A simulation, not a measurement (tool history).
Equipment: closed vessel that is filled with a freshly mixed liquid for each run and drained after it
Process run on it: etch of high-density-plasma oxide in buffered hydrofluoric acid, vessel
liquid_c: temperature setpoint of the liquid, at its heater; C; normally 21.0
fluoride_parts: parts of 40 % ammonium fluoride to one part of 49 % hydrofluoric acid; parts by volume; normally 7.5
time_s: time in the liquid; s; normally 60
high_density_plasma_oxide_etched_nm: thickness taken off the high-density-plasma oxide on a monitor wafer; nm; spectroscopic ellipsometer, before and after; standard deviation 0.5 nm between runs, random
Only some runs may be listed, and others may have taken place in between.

run   hour  liquid_c  fluoride_parts  time_s  read-back film thickness of the high-density-plasma oxide reference wafer, read on the same gauge (nm)  high_density_plasma_oxide_etched_nm
  1    0.0      21.0             7.5      60                                                                                                   80.00                                96.54
  2    7.9      21.0             7.5      60                                                                                                   80.01                                97.13
  3   31.1      21.0             7.5      60                                                                                                   80.00                                96.57
  4   45.4      21.0             7.0      60                                                                                                   79.99                               104.26
  5   52.0      21.0             7.0      60                                                                                                   80.01                               103.65
  6   64.6      19.0            10.0      60                                                                                                   80.01                                66.71
  7   78.4      19.0            10.0      60                                                                                                   80.01                                67.40
  8   86.4      21.0             7.5      60                                                                                                   79.99                                97.29
      99.4  -- hydrofluoric acid flow meter replaced
     104.3  -- gauge calibrated
  9  134.5      21.0             7.5      60                                                                                                   79.97                                97.95
 10  146.3      24.5             5.0      60                                                                                                   80.00                               170.10
 11  158.0      21.0             7.5      60                                                                                                   79.99                                97.29
 12  173.7      21.0             6.0      60                                                                                                   80.00                               120.97
     185.8  -- thermometer replaced
 13  188.8      17.0             7.5      60                                                                                                   79.99                                68.31
 14  205.8      21.0            10.0      60                                                                                                   79.98                                65.81
 15  218.4      21.0             7.5      60                                                                                                   79.99                                85.65
 16  235.1      18.0             7.5      60                                                                                                   80.00                                73.30
 17  246.5      21.0             7.5      60                                                                                                   79.99                                86.51
 18  253.8      19.0             5.0      95                                                                                                   80.01                               174.79
 19  269.6      23.0             9.5      50                                                                                                   80.01                                63.64
 20  275.9      21.0             7.5      60                                                                                                   79.99                                85.70
 21  287.2      17.0             7.5      90                                                                                                   80.01                               103.11
 22  308.7      21.0             7.5      60                                                                                                   80.01                                86.22
 23  315.4      23.5             7.5      60                                                                                                   80.00                                98.41
 24  323.2      25.5             5.0      60                                                                                                   80.00                               157.32
 25  336.4      21.0             7.5      60                                                                                                   80.00                                86.91
 26  350.4      21.0            10.5      80                                                                                                   79.99                                84.21
 27  358.9      21.0             7.5      60                                                                                                   79.99                                86.94
 28  367.2      18.0             5.0      90                                                                                                   80.00                               156.97
 29  381.8      21.0             7.5      60                                                                                                   80.00                                86.50
 30  398.6      21.0             7.5      60                                                                                                   79.99                                87.31
 31  416.6      21.0             7.5      60                                                                                                   80.01                                86.52
 32  428.6      25.5            10.0      70                                                                                                   80.01                                99.79
 33  435.7      21.0             5.5      30                                                                                                   80.01                                58.36

Results for each run, recomputed without the tool's hidden state and with each run's random variation untouched:
Hidden conditions of the tool in this case: liquid hotter than its thermometer reads (K); hydrofluoric acid flow above the setpoint (%); gauge reads high (%).
run  high_density_plasma_oxide_etched_nm
  1                                84.62
  2                                85.09
  3                                84.47
  4                                91.10
  5                                90.52
  6                                58.10
  7                                58.65
  8                                84.77
  9                                85.02
 10                               148.09
 11                                84.31
 12                               104.73
 13                                67.69
 14                                65.15
 15                                84.70
 16                                72.39
 17                                85.37
 18                               172.36
 19                                62.71
 20                                84.43
 21                               101.42
 22                                84.71
 23                                96.66
 24                               154.47
 25                                85.24
 26                                82.49
 27                                85.12
 28                               153.55
 29                                84.56
 30                                85.21
 31                                84.34
 32                                97.29
 33                                56.83
